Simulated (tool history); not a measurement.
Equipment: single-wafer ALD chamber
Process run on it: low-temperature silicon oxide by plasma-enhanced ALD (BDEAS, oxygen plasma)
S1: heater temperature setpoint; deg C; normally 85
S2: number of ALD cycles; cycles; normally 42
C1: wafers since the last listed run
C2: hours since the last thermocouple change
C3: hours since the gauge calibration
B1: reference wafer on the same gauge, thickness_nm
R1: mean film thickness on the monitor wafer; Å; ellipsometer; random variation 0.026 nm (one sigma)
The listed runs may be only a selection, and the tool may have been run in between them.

run 1 hour=0 | S1=85 S2=42 | C1=0 C2=150.8 C3=998.6 | B1=5.767 | R1=62.83
run 2 hour=97.4 | S1=85 S2=42 | C1=653 C2=248.2 C3=1096 | B1=5.77 | R1=63.31
run 3 hour=152.9 | S1=85 S2=42 | C1=372 C2=303.7 C3=1151.5 | B1=5.756 | R1=63.71
run 4 hour=260.3 | S1=85 S2=46 | C1=720 C2=411.1 C3=1258.9 | B1=5.756 | R1=69.89
run 5 hour=338.3 | S1=85 S2=46 | C1=523 C2=489.1 C3=1336.9 | B1=5.76 | R1=69.42
run 6 hour=395.9 | S1=85 S2=46 | C1=386 C2=546.7 C3=1394.5 | B1=5.761 | R1=69.78
run 7 hour=502 | S1=85 S2=42 | C1=712 C2=652.8 C3=1500.6 | B1=5.765 | R1=63.99
run 8 hour=597.5 | S1=85 S2=42 | C1=640 C2=748.3 C3=1596.1 | B1=5.759 | R1=63.3
run 9 hour=664.1 | S1=85 S2=42 | C1=446 C2=814.9 C3=1662.7 | B1=5.768 | R1=63.86
run 10 hour=741.8 | S1=85 S2=42 | C1=521 C2=892.6 C3=1740.4 | B1=5.763 | R1=63.75
run 11 hour=845.6 | S1=85 S2=42 | C1=696 C2=996.4 C3=1844.2 | B1=5.768 | R1=63.88
run 12 hour=910.1 | S1=85 S2=42 | C1=432 C2=1060.9 C3=1908.7 | B1=5.761 | R1=63.27
run 13 hour=947 | S1=85 S2=42 | C1=247 C2=1097.8 C3=1945.6 | B1=5.756 | R1=63.66
run 14 hour=988.1 | S1=85 S2=42 | C1=275 C2=1138.9 C3=1986.7 | B1=5.758 | R1=64.18
run 15 hour=1029 | S1=85 S2=42 | C1=274 C2=1179.8 C3=2027.6 | B1=5.765 | R1=64.21
run 16 hour=1133.4 | S1=85 S2=42 | C1=700 C2=1284.2 C3=2132 | B1=5.754 | R1=64.07
run 17 hour=1189.3 | S1=85 S2=42 | C1=375 C2=1340.1 C3=2187.9 | B1=5.762 | R1=63.78
run 18 hour=1294.9 | S1=85 S2=42 | C1=708 C2=1445.7 C3=2293.5 | B1=5.763 | R1=63.91
run 19 hour=1488.5 | S1=85 S2=42 | C1=1299 C2=1639.3 C3=2487.1 | B1=5.76 | R1=64
run 20 hour=1569.4 | S1=85 S2=38 | C1=542 C2=1720.2 C3=2568 | B1=5.749 | R1=57.95
run 21 hour=1606.3 | S1=81 S2=38 | C1=247 C2=1757.1 C3=2604.9 | B1=5.762 | R1=58.04
run 22 hour=1664 | S1=81 S2=38 | C1=387 C2=1814.8 C3=2662.6 | B1=5.757 | R1=58.72
run 23 hour=1733.1 | S1=85 S2=42 | C1=463 C2=1883.9 C3=2731.7 | B1=5.766 | R1=63.61
run 24 hour=1840.5 | S1=74 S2=48 | C1=720 C2=1991.3 C3=2839.1 | B1=5.758 | R1=75.63
run 25 hour=1925.6 | S1=91 S2=39 | C1=571 C2=2076.4 C3=2924.2 | B1=5.765 | R1=58.47
run 26 hour=1962.8 | S1=80 S2=34 | C1=249 C2=2113.6 C3=2961.4 | B1=5.756 | R1=52.67
run 27 hour=2034.8 | S1=85 S2=42 | C1=483 C2=2185.6 C3=3033.4 | B1=5.751 | R1=64.09
run 28 hour=2072.3 | S1=81 S2=38 | C1=251 C2=2223.1 C3=3070.9 | B1=5.765 | R1=58.71
-- hour=2167.8 thermocouple changed; heater temperature recalibrated
-- hour=2189.5 gauge calibrated
run 29 hour=2216.3 | S1=77 S2=35 | C1=912 C2=48.5 C3=26.8 | B1=5.764 | R1=55.23
run 30 hour=2277.3 | S1=85 S2=42 | C1=409 C2=109.5 C3=87.8 | B1=5.756 | R1=64.33
run 31 hour=2315.2 | S1=85 S2=35 | C1=254 C2=147.4 C3=125.7 | B1=5.77 | R1=53.82
run 32 hour=2357.8 | S1=77 S2=48 | C1=285 C2=190 C3=168.3 | B1=5.75 | R1=75.39
run 33 hour=2431 | S1=71 S2=50 | C1=491 C2=263.2 C3=241.5 | B1=5.754 | R1=80.48
run 34 hour=2538.7 | S1=91 S2=49 | C1=722 C2=370.9 C3=349.2 | B1=5.761 | R1=74.31
run 35 hour=2622.4 | S1=85 S2=38 | C1=561 C2=454.6 C3=432.9 | B1=5.768 | R1=58.61
run 36 hour=2673.9 | S1=90 S2=37 | C1=345 C2=506.1 C3=484.4 | B1=5.753 | R1=55.99
run 37 hour=2766.1 | S1=71 S2=37 | C1=618 C2=598.3 C3=576.6 | B1=5.76 | R1=60.01
run 38 hour=2819.3 | S1=70 S2=49 | C1=357 C2=651.5 C3=629.8 | B1=5.759 | R1=79.76
run 39 hour=2879.8 | S1=98 S2=47 | C1=406 C2=712 C3=690.3 | B1=5.76 | R1=69.47
-- hour=2949.3 thermocouple changed; heater temperature recalibrated, repeated, since the last time left the tool worse
run 40 hour=3074.6 | S1=98 S2=42 | C1=1253 C2=125.3 C3=885.1 | B1=5.758 | R1=60.76
run 41 hour=3121.4 | S1=85 S2=42 | C1=314 C2=172.1 C3=931.9 | B1=5.75 | R1=63.58
run 42 hour=3220.9 | S1=85 S2=42 | C1=667 C2=271.6 C3=1031.4 | B1=5.76 | R1=63.42
run 43 hour=3291.3 | S1=71 S2=42 | C1=472 C2=342 C3=1101.8 | B1=5.756 | R1=66.05

Estimate the outcome of run 44 from the log above:
run 44 hour=3379.7 | S1=75 S2=39 | C1=593 C2=430.4 C3=1190.2 | B1=? | R1=?

B1: 5.768
R1: 61.3 Å
Had the tool carried no hidden state, the very same run would have given R1 61.02 Å.

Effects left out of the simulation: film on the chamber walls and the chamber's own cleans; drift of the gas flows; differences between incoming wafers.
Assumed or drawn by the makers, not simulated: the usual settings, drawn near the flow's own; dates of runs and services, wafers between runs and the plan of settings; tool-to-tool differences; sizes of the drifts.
